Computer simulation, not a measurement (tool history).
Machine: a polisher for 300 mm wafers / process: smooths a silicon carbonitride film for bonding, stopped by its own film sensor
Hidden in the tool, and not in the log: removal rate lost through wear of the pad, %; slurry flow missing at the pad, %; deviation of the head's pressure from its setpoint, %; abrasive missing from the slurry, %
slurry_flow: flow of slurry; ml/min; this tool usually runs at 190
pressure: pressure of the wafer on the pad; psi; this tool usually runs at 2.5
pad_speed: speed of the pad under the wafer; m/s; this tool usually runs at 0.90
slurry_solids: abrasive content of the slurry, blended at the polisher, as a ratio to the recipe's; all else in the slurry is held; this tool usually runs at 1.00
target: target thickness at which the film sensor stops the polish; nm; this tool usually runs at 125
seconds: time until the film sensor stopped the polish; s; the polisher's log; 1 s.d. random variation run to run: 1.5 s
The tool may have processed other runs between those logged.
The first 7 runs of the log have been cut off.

run    hour  slurry_flow  pressure  pad_speed  slurry_solids  target  wafers since the last listed run  wafers polished on this pad  hours since the slurry nozzle was cleaned  hours since the head pressure was calibrated  hours since the slurry blender was calibrated  incoming thickness of the incoming film, nm  seconds
  8   786.9          190       2.5       0.90           1.00     125                               356                          376                                      284.5                                         672.3                                           84.8                                        161.3    161.6
  9   866.3          190       2.5       0.90           1.00     125                               640                         1017                                      363.9                                         751.7                                          164.2                                        161.7    162.2
 10   961.7          190       1.7       0.74           1.00     125                               769                         1787                                      459.3                                         847.1                                          259.6                                        156.6    239.1
 11  1060.4          150       1.9       0.58           1.00     121                               796                         2583                                      558.0                                         945.8                                          358.3                                        160.0    326.6
 12  1142.2          190       2.5       1.16           1.00     120                               660                         3243                                      639.8                                        1027.6                                          440.1                                        159.7    141.5
 13  1194.1          240       2.5       0.90           1.00     137                               418                         3662                                      691.7                                        1079.5                                          492.0                                        159.6     97.1
     1266.1  -- slurry nozzle cleaned
 14  1268.8          190       2.5       0.90           1.00     125                               594                         4257                                        2.7                                        1154.2                                          566.7                                        157.9    144.2
 15  1313.6          150       2.5       0.90           1.10     135                               361                         4618                                       47.5                                        1199.0                                          611.5                                        159.8    104.5
 16  1403.7          190       2.5       0.90           0.75     117                               727                         5345                                      137.6                                        1289.1                                          701.6                                        161.7    243.8
     1454.3  -- worn pad replaced by a new one
 17  1482.7          190       2.2       0.78           0.75     129                               605                          229                                      216.6                                        1368.1                                          780.6                                        160.6    215.9
 18  1535.6          210       2.9       0.90           0.75     128                               426                          655                                      269.5                                        1421.0                                          833.5                                        159.3    144.2
 19  1576.7          190       2.0       1.18           1.00     125                               331                          987                                      310.6                                        1462.1                                          874.6                                        161.2    161.9
     1586.3  -- slurry blender recalibrated
     1587.8  -- head pressure recalibrated
 20  1645.4          190       1.9       0.90           0.85     125                               526                         1513                                      379.3                                          57.6                                           59.1                                        159.9    228.6
 21  1703.2          190       2.5       0.90           1.00     125                               466                         1980                                      437.1                                         115.4                                          116.9                                        158.5    147.4
 22  1924.4          190       2.5       1.12           1.00     125                              1784                         3765                                      658.3                                         336.6                                          338.1                                        159.0    125.3
 23  2020.3          190       2.5       0.90           1.00     125                               773                         4538                                      754.2                                         432.5                                          434.0                                        160.4    155.2
     2099.4  -- slurry nozzle cleaned
 24  2100.2          190       2.5       0.90           1.00     125                               636                         5175                                        0.8                                         512.4                                          513.9                                        158.5    147.4

Expected results for the next run?
     2183.3  -- worn pad replaced by a new one
 25  2183.8          190       2.5       0.90           1.00     125                               642                            4                                       84.4                                         596.0                                          597.5                                        161.4        ?

seconds: 160.3 s
Without the tool's hidden state the same run would have given seconds 160.3 s.
